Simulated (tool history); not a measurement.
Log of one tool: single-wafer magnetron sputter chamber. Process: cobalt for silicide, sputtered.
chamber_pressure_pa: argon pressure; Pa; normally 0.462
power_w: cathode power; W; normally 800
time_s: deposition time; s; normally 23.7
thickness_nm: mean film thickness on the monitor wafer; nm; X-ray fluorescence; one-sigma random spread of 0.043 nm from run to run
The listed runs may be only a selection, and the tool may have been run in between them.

| run | hour | chamber_pressure_pa | power_w | time_s | read-back reference wafer on the same gauge, thickness_nm | thickness_nm |
|---|---|---|---|---|---|---|
| 1 | 0 | 0.462 | 750 | 23.7 | 9.685 | 8.563 |
| 2 | 24.7 | 0.462 | 750 | 23.7 | 9.667 | 8.508 |
| 3 | 55.8 | 0.462 | 800 | 23.7 | 9.684 | 9.119 |
| 4 | 77.6 | 0.462 | 800 | 23.7 | 9.684 | 9.097 |
| 5 | 92.2 | 0.462 | 800 | 23.7 | 9.694 | 9.096 |
| 6 | 115.4 | 0.462 | 800 | 23.7 | 9.667 | 9.013 |
| 7 | 128.2 | 0.462 | 800 | 23.7 | 9.682 | 9.065 |
|  | 160.1 | sputter target and shields replaced |
| 8 | 160.6 | 0.462 | 800 | 21.3 | 9.687 | 8.269 |
| 9 | 176.8 | 0.462 | 800 | 23.7 | 9.691 | 9.122 |
| 10 | 198.8 | 0.462 | 800 | 23.7 | 9.68 | 9.168 |
| 11 | 232.2 | 0.462 | 800 | 23.7 | 9.686 | 9.192 |
|  | 246.3 | magnet pack replaced |
| 12 | 257.2 | 0.541 | 800 | 26.7 | 9.688 | 9.925 |
|  | 261.8 | gauge calibrated |
| 13 | 292.1 | 0.462 | 800 | 23.7 | 9.678 | 9.12 |
| 14 | 319.1 | 0.338 | 900 | 20.4 | 9.693 | 9.25 |
| 15 | 346.2 | 0.383 | 750 | 22.1 | 9.684 | 8.316 |
|  | 358.8 | capacitance manometer re-zeroed and calibrated |
| 16 | 366.6 | 0.567 | 650 | 23.7 | 9.696 | 7.097 |
|  | 396.1 | sputter target and shields replaced |
| 17 | 396.6 | 0.621 | 800 | 20.7 | 9.687 | 7.399 |
| 18 | 415.3 | 0.462 | 800 | 23.7 | 9.679 | 9.231 |
| 19 | 434 | 0.321 | 1000 | 19 | 9.678 | 9.762 |
| 20 | 460.7 | 0.595 | 950 | 23.7 | 9.687 | 10.23 |
| 21 | 479.1 | 0.345 | 850 | 23.7 | 9.688 | 10.289 |
| 22 | 492.4 | 0.321 | 950 | 27.9 | 9.684 | 13.492 |
| 23 | 522.8 | 0.462 | 800 | 23.7 | 9.69 | 9.172 |
| 24 | 549.7 | 0.462 | 800 | 23.7 | 9.658 | 9.129 |
| 25 | 576 | 0.462 | 800 | 19.1 | 9.673 | 7.316 |

What if the next run were any one of these 3? Each begins from the tool's condition after run 25:
| A | 576.4 | 0.283 | 800 | 23.7 | ? | ? |
| B | 576.4 | 0.462 | 650 | 23.7 | ? | ? |
| C | 576.4 | 0.317 | 600 | 23.7 | ? | ? |

| run | read-back reference wafer on the same gauge, thickness_nm | thickness_nm |
|---|---|---|
| A | 9.694 | 9.828 |
| B | 9.694 | 7.393 |
| C | 9.694 | 7.325 |
With the hidden condition removed and each run's random variation left untouched, the same runs would have given:
| run | thickness_nm |
|---|---|
| A | 9.978 |
| B | 7.506 |
| C | 7.437 |

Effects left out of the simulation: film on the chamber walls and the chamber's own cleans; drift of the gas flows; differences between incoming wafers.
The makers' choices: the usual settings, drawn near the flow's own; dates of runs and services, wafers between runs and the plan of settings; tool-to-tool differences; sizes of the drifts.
